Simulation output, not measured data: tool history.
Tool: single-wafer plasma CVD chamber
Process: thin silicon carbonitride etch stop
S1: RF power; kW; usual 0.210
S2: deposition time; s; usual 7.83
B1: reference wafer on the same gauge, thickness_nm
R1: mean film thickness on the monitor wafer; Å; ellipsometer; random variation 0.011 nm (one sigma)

Run 1, day 0.000: usual settings but S2 7.04 s; B1 4.082. Result: R1 42.92 Å.
Run 2, day 2.558: usual settings but S1 0.190 kW, S2 9.02 s; B1 4.079. Result: R1 53.13 Å.
Run 3, day 4.208: usual settings but S1 0.190 kW, S2 9.02 s; B1 4.083. Result: R1 53.25 Å.
Run 4, day 5.571: usual settings but S1 0.220 kW, S2 6.58 s; B1 4.084. Result: R1 40.39 Å.
Run 5, day 8.375: usual settings but S1 0.220 kW, S2 6.58 s; B1 4.080. Result: R1 40.34 Å.
Run 6, day 10.462: usual settings but S1 0.220 kW, S2 6.58 s; B1 4.082. Result: R1 40.34 Å.
Run 7, day 11.517: usual settings; B1 4.081. Result: R1 47.41 Å.
Run 8, day 13.575: usual settings; B1 4.078. Result: R1 47.54 Å.
Run 9, day 16.054: usual settings; B1 4.077. Result: R1 47.41 Å.
At day 18.379: gauge calibrated.
Run 10, day 21.058: usual settings; B1 4.078. Result: R1 47.21 Å.
Run 11, day 23.350: usual settings; B1 4.077. Result: R1 47.36 Å.
At day 26.262: RF generator calibrated.
Run 12, day 26.283: usual settings; B1 4.080. Result: R1 46.50 Å.
Run 13, day 28.158: usual settings but S1 0.195 kW; B1 4.078. Result: R1 45.43 Å.
Run 14, day 29.542: usual settings but S1 0.195 kW; B1 4.078. Result: R1 45.31 Å.
Run 15, day 32.192: usual settings but S1 0.185 kW, S2 8.97 s; B1 4.080. Result: R1 51.16 Å.
Run 16, day 33.429: usual settings but S1 0.185 kW, S2 8.97 s; B1 4.082. Result: R1 51.59 Å.
At day 34.346: thermocouple changed; heater temperature recalibrated.
Run 17, day 35.533: usual settings but S1 0.230 kW; B1 4.083. Result: R1 47.79 Å.
Run 18, day 37.375: usual settings but S1 0.225 kW, S2 6.43 s; B1 4.083. Result: R1 39.10 Å.
At day 38.521: RF generator calibrated, repeated, since the last time left the tool worse.
Run 19, day 39.354: usual settings but S2 8.37 s; B1 4.079. Result: R1 51.38 Å.
Run 20, day 40.808: usual settings but S1 0.190 kW, S2 6.57 s; B1 4.080. Result: R1 39.03 Å.
Run 21, day 42.133: usual settings but S1 0.175 kW, S2 8.42 s; B1 4.079. Result: R1 48.89 Å.
Run 22, day 44.083: usual settings; B1 4.081. Result: R1 47.86 Å.
Run 23, day 45.471: usual settings but S1 0.170 kW, S2 8.57 s; B1 4.081. Result: R1 49.29 Å.
Run 24, day 48.046: usual settings but S2 8.51 s; B1 4.078. Result: R1 51.91 Å.
Run 25, day 50.042: usual settings; B1 4.082. Result: R1 48.03 Å.
Run 26, day 51.412: usual settings but S2 8.39 s; B1 4.083. Result: R1 51.32 Å.
Run 27, day 53.271: usual settings; B1 4.078. Result: R1 47.94 Å.
Run 28, day 55.404: usual settings; B1 4.079. Result: R1 47.96 Å.
At day 57.658: showerhead replaced.
Run 29, day 57.679: usual settings; B1 4.082. Result: R1 47.96 Å.
Run 30, day 59.650: usual settings but S1 0.250 kW; B1 4.075. Result: R1 50.35 Å.
Run 31, day 67.492: usual settings but S2 6.27 s; B1 4.076. Result: R1 38.48 Å.
Run 32, day 68.817: usual settings but S1 0.220 kW, S2 6.58 s; B1 4.080. Result: R1 40.94 Å.
Run 33, day 71.712: usual settings but S1 0.250 kW, S2 8.58 s; B1 4.076. Result: R1 55.26 Å.
Run 34, day 73.092: usual settings but S1 0.200 kW, S2 9.08 s; B1 4.083. Result: R1 54.73 Å.
Run 35, day 74.400: usual settings but S1 0.220 kW, S2 9.09 s; B1 4.079. Result: R1 56.20 Å.

Forecast each of these 4 alternatives for the next run:
Run A, day 74.417: usual settings but S1 0.185 kW; B1 ?. Result: R1 ?.
Run B, day 74.417: usual settings but S2 7.25 s; B1 ?. Result: R1 ?.
Run C, day 74.417: usual settings but S1 0.235 kW, S2 6.65 s; B1 ?. Result: R1 ?.
Run D, day 74.417: usual settings but S1 0.220 kW, S2 6.45 s; B1 ?. Result: R1 ?.

run     B1     R1
  A  4.078  46.14
  B  4.078  44.34
  C  4.078  42.03
  D  4.078  39.99
Without the tool's hidden state the same runs would have given:
run     R1
  A  46.29
  B  44.48
  C  42.17
  D  40.12
